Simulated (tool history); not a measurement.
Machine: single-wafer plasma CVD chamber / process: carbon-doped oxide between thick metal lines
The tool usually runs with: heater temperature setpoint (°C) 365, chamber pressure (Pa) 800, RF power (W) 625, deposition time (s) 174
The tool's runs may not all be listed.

run	hour	heater temperature setpoint (°C)	chamber pressure (Pa)	RF power (W)	deposition time (s)	wafers since the last listed run	hours since the last thermocouple change	hours since the last RF generator calibration	hours since the last manometer calibration	hours since the showerhead was replaced	hours since the gauge calibration	read-back reference wafer on the same gauge, thickness_nm	mean film thickness on the monitor wafer (angstrom)
1	0	365	800	625	174	0	681.9	1406.1	1255.2	4321.5	177.6	867.208	8899.77
2	9.9	365	800	625	174	123	691.8	1416	1265.1	4331.4	187.5	866.841	8892.14
3	18.5	365	800	625	174	106	700.4	1424.6	1273.7	4340	196.1	867.226	8890.12
4	28.6	374	800	625	174	125	710.5	1434.7	1283.8	4350.1	206.2	866.9	8745.28
5	44.5	374	800	625	174	197	726.4	1450.6	1299.7	4366	222.1	866.89	8752.54
6	59.6	374	800	625	174	187	741.5	1465.7	1314.8	4381.1	237.2	867.181	8736.97
7	75.1	365	800	625	164	192	757	1481.2	1330.3	4396.6	252.7	867.242	8350.75
8	83.7	373	800	625	174	106	765.6	1489.8	1338.9	4405.2	261.3	866.606	8718.25
9	90.4	365	709	560	174	83	772.3	1496.5	1345.6	4411.9	268	867.091	8307.62
10	104.8	365	709	560	174	178	786.7	1510.9	1360	4426.3	282.4	866.943	8289.66
11	116.6	365	709	560	174	146	798.5	1522.7	1371.8	4438.1	294.2	866.793	8299.69
12	132.7	365	800	625	174	200	814.6	1538.8	1387.9	4454.2	310.3	867.311	8827.56
13	148.8	365	800	625	174	200	830.7	1554.9	1404	4470.3	326.4	866.708	8829.19
14	162.5	354	800	625	197	170	844.4	1568.6	1417.7	4484	340.1	866.916	10227.04
15	172.4	360	800	750	174	123	854.3	1578.5	1427.6	4493.9	350	867.059	9705.96
16	184.5	365	800	625	174	150	866.4	1590.6	1439.7	4506	362.1	867.07	8831.31
# hour 221.6: capacitance manometer re-zeroed and calibrated
# hour 229.5: RF generator calibrated
17	230	365	800	735	174	367	911.9	0.5	8.4	4551.5	407.6	866.826	9950.91
18	232.5	365	671	690	186	31	914.4	3	10.9	4554	410.1	867.034	10067.11
19	243	370	744	625	191	130	924.9	13.5	21.4	4564.5	420.6	867.09	9954.19
# hour 253.9: gauge calibrated
# hour 254.7: thermocouple changed; heater temperature recalibrated
20	256.1	365	852	625	142	63	1.4	26.6	34.5	4577.6	2.2	866.9	7613.43
21	268.1	365	605	700	174	149	13.4	38.6	46.5	4589.6	14.2	867.538	9319.33
# hour 277.1: showerhead replaced
22	277.6	365	800	625	174	18	22.9	48.1	56	0.5	23.7	866.886	9222.93
23	314.2	365	800	625	174	454	59.5	84.7	92.6	37.1	60.3	866.816	9246.93
24	331.8	377	619	515	155	218	77.1	102.3	110.2	54.7	77.9	867.009	7109.44
25	343.1	365	800	625	174	140	88.4	113.6	121.5	66	89.2	866.88	9233.94
26	349.7	365	800	625	174	82	95	120.2	128.1	72.6	95.8	867.364	9238.54

Below are 3 alternative next runs, each starting from the tool's condition after run 26. Predict each:
A	350.1	365	800	625	174	4	95.4	120.6	128.5	73	96.2	?	?
B	350.1	371	800	730	144	4	95.4	120.6	128.5	73	96.2	?	?
C	350.1	369	989	705	159	4	95.4	120.6	128.5	73	96.2	?	?

run	read-back reference wafer on the same gauge, thickness_nm	mean film thickness on the monitor wafer (angstrom)
A	866.906	9238.47
B	866.906	8115.83
C	866.906	9027.99
With the hidden condition removed and each run's random variation left untouched, the same runs would have given:
run	mean film thickness on the monitor wafer (angstrom)
A	9248.33
B	8124.25
C	9037.35

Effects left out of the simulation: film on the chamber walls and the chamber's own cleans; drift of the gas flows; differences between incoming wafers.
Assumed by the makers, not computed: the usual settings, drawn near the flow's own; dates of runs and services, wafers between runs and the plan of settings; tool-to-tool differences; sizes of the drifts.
